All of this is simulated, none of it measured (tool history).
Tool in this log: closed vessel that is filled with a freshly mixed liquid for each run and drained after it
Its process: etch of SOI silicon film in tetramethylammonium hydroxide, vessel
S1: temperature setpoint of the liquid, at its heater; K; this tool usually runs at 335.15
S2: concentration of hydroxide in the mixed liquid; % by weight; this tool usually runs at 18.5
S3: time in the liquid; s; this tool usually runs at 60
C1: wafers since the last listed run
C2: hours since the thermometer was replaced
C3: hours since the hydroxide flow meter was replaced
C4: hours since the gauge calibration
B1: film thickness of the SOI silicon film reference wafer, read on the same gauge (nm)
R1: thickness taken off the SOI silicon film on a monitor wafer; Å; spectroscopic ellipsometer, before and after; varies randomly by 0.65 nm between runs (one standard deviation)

run 1 day=0.000 | S1=335.15 S2=18.5 S3=60 | C1=0 C2=1035.1 C3=600.5 C4=563.0 | B1=100.02 | R1=1837.0
run 2 day=3.071 | S1=335.15 S2=18.5 S3=60 | C1=7176 C2=1108.8 C3=674.2 C4=636.7 | B1=99.98 | R1=1830.0
run 3 day=6.088 | S1=330.65 S2=18.5 S3=60 | C1=7050 C2=1181.2 C3=746.6 C4=709.1 | B1=99.97 | R1=1385.0
run 4 day=7.754 | S1=330.65 S2=18.5 S3=60 | C1=3895 C2=1221.2 C3=786.6 C4=749.1 | B1=99.97 | R1=1377.0
run 5 day=9.733 | S1=335.15 S2=18.5 S3=50 | C1=4625 C2=1268.7 C3=834.1 C4=796.6 | B1=99.99 | R1=1522.8
run 6 day=12.246 | S1=335.15 S2=18.5 S3=50 | C1=5871 C2=1329.0 C3=894.4 C4=856.9 | B1=99.99 | R1=1527.5
run 7 day=14.554 | S1=335.15 S2=18.5 S3=50 | C1=5394 C2=1384.4 C3=949.8 C4=912.3 | B1=100.01 | R1=1522.4
run 8 day=20.154 | S1=335.15 S2=18.5 S3=60 | C1=13087 C2=1518.8 C3=1084.2 C4=1046.7 | B1=99.98 | R1=1817.9
-- day=20.617 hydroxide flow meter replaced
-- day=23.500 gauge calibrated
run 9 day=24.017 | S1=335.15 S2=18.5 S3=60 | C1=8929 C2=1611.5 C3=81.6 C4=12.4 | B1=100.03 | R1=1832.2
run 10 day=26.200 | S1=329.65 S2=18.5 S3=70 | C1=5102 C2=1663.9 C3=134.0 C4=64.8 | B1=100.00 | R1=1505.4
run 11 day=28.317 | S1=338.15 S2=18.5 S3=40 | C1=4946 C2=1714.7 C3=184.8 C4=115.6 | B1=99.99 | R1=1462.4
run 12 day=31.512 | S1=335.15 S2=18.5 S3=60 | C1=7468 C2=1791.4 C3=261.5 C4=192.3 | B1=99.99 | R1=1828.1
run 13 day=34.233 | S1=337.65 S2=14.0 S3=70 | C1=6358 C2=1856.7 C3=326.8 C4=257.6 | B1=100.02 | R1=2776.7
-- day=35.896 thermometer replaced
run 14 day=37.283 | S1=342.15 S2=23.0 S3=85 | C1=7030 C2=33.3 C3=400.0 C4=330.8 | B1=99.99 | R1=3478.3
run 15 day=42.304 | S1=335.15 S2=18.5 S3=30 | C1=11733 C2=153.8 C3=520.5 C4=451.3 | B1=99.98 | R1=917.3
run 16 day=46.667 | S1=335.15 S2=18.5 S3=90 | C1=10195 C2=258.5 C3=625.2 C4=556.0 | B1=100.03 | R1=2755.8
run 17 day=50.433 | S1=335.15 S2=18.5 S3=60 | C1=8802 C2=348.9 C3=715.6 C4=646.4 | B1=99.99 | R1=1834.1
run 18 day=52.929 | S1=330.15 S2=17.0 S3=60 | C1=5832 C2=408.8 C3=775.5 C4=706.3 | B1=99.99 | R1=1370.9

Hidden state at the last listed run before each entry between runs and at the first one after, where it differs:
From run 8 to run 9: hydroxide flow meter replaced (day 20.617); gauge calibrated (day 23.500)
  the hidden state is the same at both runs
From run 13 to run 14: thermometer replaced (day 35.896)
  the hidden state is the same at both runs
